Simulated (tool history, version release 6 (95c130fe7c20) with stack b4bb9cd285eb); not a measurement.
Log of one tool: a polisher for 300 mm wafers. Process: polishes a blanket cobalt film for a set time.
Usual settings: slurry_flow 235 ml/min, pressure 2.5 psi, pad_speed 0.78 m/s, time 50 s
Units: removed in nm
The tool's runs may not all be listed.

run   hour  slurry_flow  pressure  pad_speed  time  incoming thickness of the incoming film, nm  removed
  1    0.0          235       2.5       0.78    50                                        687.8    235.5
      38.3  -- worn pad replaced by a new one
  2   48.7          235       2.5       0.78    50                                        681.6    240.5
  3  106.7          255       2.5       0.78    61                                        680.4    286.0
  4  159.2          255       2.5       0.78    61                                        690.9    281.9
     192.7  -- worn pad replaced by a new one
  5  217.4          255       2.5       0.78    61                                        689.6    282.8
  6  246.3          235       2.5       0.78    50                                        702.0    233.3
     255.9  -- slurry nozzle cleaned
  7  310.6          235       2.5       0.78    50                                        695.0    244.6
     322.1  -- worn pad replaced by a new one
  8  363.2          175       2.5       0.60    40                                        691.5    149.3
  9  426.4          295       2.8       0.78    50                                        689.4    272.4
     443.8  -- worn pad replaced by a new one
     480.0  -- head pressure recalibrated
 10  495.8          235       3.2       0.78    40                                        688.4    281.0
 11  527.7          235       2.5       0.78    50                                        676.0    266.4
 12  567.5          235       2.5       0.78    50                                        684.9    264.4
     580.6  -- worn pad replaced by a new one
 13  596.2          235       2.2       0.78    41                                        686.6    193.0
 14  654.5          275       1.7       1.04    60                                        703.6    279.1
 15  698.0          235       2.5       0.78    39                                        698.4    202.7

Consider 5 possible next runs. They are alternatives, not a sequence: every one starts from the tool as it was left by run 15. What does each give?
  A  698.4          235       2.5       0.78    50                                        696.9        ?
  B  698.4          265       3.4       0.70    41                                        696.9        ?
  C  698.4          315       2.9       0.78    38                                        696.9        ?
  D  698.4          235       1.7       0.78    50                                        696.9        ?
  E  698.4          270       3.1       0.78    64                                        696.9        ?

run  removed
  A    254.2
  B    262.5
  C    234.2
  D    172.9
  E    412.5
With the hidden condition removed and each run's random variation left untouched, the same runs would have given:
run  removed
  A    287.0
  B    294.2
  C    260.0
  D    195.1
  E    461.8
